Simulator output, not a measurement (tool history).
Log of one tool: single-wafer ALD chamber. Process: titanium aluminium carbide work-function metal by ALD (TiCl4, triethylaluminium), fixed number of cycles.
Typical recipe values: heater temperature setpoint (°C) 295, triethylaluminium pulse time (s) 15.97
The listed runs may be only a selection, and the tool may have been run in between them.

| run | hour | heater temperature setpoint (°C) | triethylaluminium pulse time (s) | wafers since the last listed run | hours since the last thermocouple change | hours since the last triethylaluminium bottle change | hours since the showerhead was replaced | hours since the gauge calibration | read-back reference wafer on the same gauge, thickness_nm | mean film thickness on the monitor wafer (Å) |
|---|---|---|---|---|---|---|---|---|---|---|
| 1 | 0.0 | 295 | 15.97 | 0 | 1761.6 | 762.5 | 6711.8 | 644.0 | 2.120 | 21.81 |
| 2 | 90.9 | 295 | 15.97 | 643 | 1852.5 | 853.4 | 6802.7 | 734.9 | 2.119 | 21.87 |
| 3 | 376.7 | 295 | 15.97 | 2023 | 2138.3 | 1139.2 | 7088.5 | 1020.7 | 2.122 | 21.67 |
| 4 | 481.4 | 289 | 15.97 | 741 | 2243.0 | 1243.9 | 7193.2 | 1125.4 | 2.120 | 20.99 |
| 5 | 586.0 | 295 | 18.17 | 740 | 2347.6 | 1348.5 | 7297.8 | 1230.0 | 2.119 | 21.72 |
| 6 | 647.8 | 295 | 15.97 | 437 | 2409.4 | 1410.3 | 7359.6 | 1291.8 | 2.119 | 21.44 |
| 7 | 691.6 | 295 | 15.97 | 310 | 2453.2 | 1454.1 | 7403.4 | 1335.6 | 2.120 | 21.52 |
|  | 738.1 | thermocouple changed; heater temperature recalibrated |
|  | 785.7 | triethylaluminium bottle replaced |
| 8 | 931.7 | 295 | 15.97 | 1586 | 193.6 | 146.0 | 7643.5 | 1575.7 | 2.119 | 21.89 |
|  | 983.3 | gauge calibrated |
| 9 | 1023.7 | 295 | 20.38 | 651 | 285.6 | 238.0 | 7735.5 | 40.4 | 2.119 | 21.95 |
| 10 | 1065.3 | 295 | 20.38 | 294 | 327.2 | 279.6 | 7777.1 | 82.0 | 2.120 | 22.13 |
| 11 | 1124.9 | 295 | 20.38 | 421 | 386.8 | 339.2 | 7836.7 | 141.6 | 2.121 | 22.01 |
| 12 | 1206.4 | 295 | 10.91 | 576 | 468.3 | 420.7 | 7918.2 | 223.1 | 2.122 | 21.51 |
| 13 | 1259.7 | 295 | 13.59 | 377 | 521.6 | 474.0 | 7971.5 | 276.4 | 2.121 | 21.73 |
| 14 | 1386.1 | 285 | 22.22 | 894 | 648.0 | 600.4 | 8097.9 | 402.8 | 2.121 | 20.98 |
| 15 | 1443.1 | 295 | 15.97 | 403 | 705.0 | 657.4 | 8154.9 | 459.8 | 2.119 | 21.86 |
| 16 | 1513.2 | 304 | 15.97 | 496 | 775.1 | 727.5 | 8225.0 | 529.9 | 2.119 | 22.70 |
| 17 | 1616.8 | 283 | 12.04 | 733 | 878.7 | 831.1 | 8328.6 | 633.5 | 2.122 | 20.20 |
|  | 1682.0 | showerhead replaced |
| 18 | 1699.9 | 295 | 15.97 | 531 | 961.8 | 914.2 | 17.9 | 716.6 | 2.120 | 21.68 |
| 19 | 1789.5 | 295 | 10.73 | 634 | 1051.4 | 1003.8 | 107.5 | 806.2 | 2.120 | 21.02 |
| 20 | 1842.1 | 295 | 15.97 | 372 | 1104.0 | 1056.4 | 160.1 | 858.8 | 2.118 | 21.71 |
| 21 | 1897.4 | 309 | 10.37 | 391 | 1159.3 | 1111.7 | 215.4 | 914.1 | 2.121 | 22.37 |
| 22 | 1956.4 | 291 | 21.88 | 417 | 1218.3 | 1170.7 | 274.4 | 973.1 | 2.121 | 21.52 |
| 23 | 2013.5 | 303 | 19.89 | 404 | 1275.4 | 1227.8 | 331.5 | 1030.2 | 2.121 | 22.76 |
| 24 | 2055.3 | 295 | 15.97 | 295 | 1317.2 | 1269.6 | 373.3 | 1072.0 | 2.120 | 21.60 |
| 25 | 2134.0 | 295 | 15.97 | 557 | 1395.9 | 1348.3 | 452.0 | 1150.7 | 2.119 | 21.46 |

Measured minus without-hidden-state, run by run (identical run-to-run variation in each term; gauge scatter may differ):
Unlogged tool condition in this case: wafer temperature above the value expected at the setpoint (K); triethylaluminium dose above that of a fresh bottle (%); gauge reads high (%).
| run | mean film thickness on the monitor wafer (Å) |
|---|---|
| 1 | -0.07 |
| 2 | -0.09 |
| 3 | -0.20 |
| 4 | -0.27 |
| 5 | -0.23 |
| 6 | -0.42 |
| 7 | -0.49 |
| 8 | -0.01 |
| 9 | -0.01 |
| 10 | +0.00 |
| 11 | -0.01 |
| 12 | -0.10 |
| 13 | -0.06 |
| 14 | +0.00 |
| 15 | -0.06 |
| 16 | -0.07 |
| 17 | -0.22 |
| 18 | -0.12 |
| 19 | -0.46 |
| 20 | -0.16 |
| 21 | -0.68 |
| 22 | -0.06 |
| 23 | -0.12 |
| 24 | -0.30 |
| 25 | -0.37 |

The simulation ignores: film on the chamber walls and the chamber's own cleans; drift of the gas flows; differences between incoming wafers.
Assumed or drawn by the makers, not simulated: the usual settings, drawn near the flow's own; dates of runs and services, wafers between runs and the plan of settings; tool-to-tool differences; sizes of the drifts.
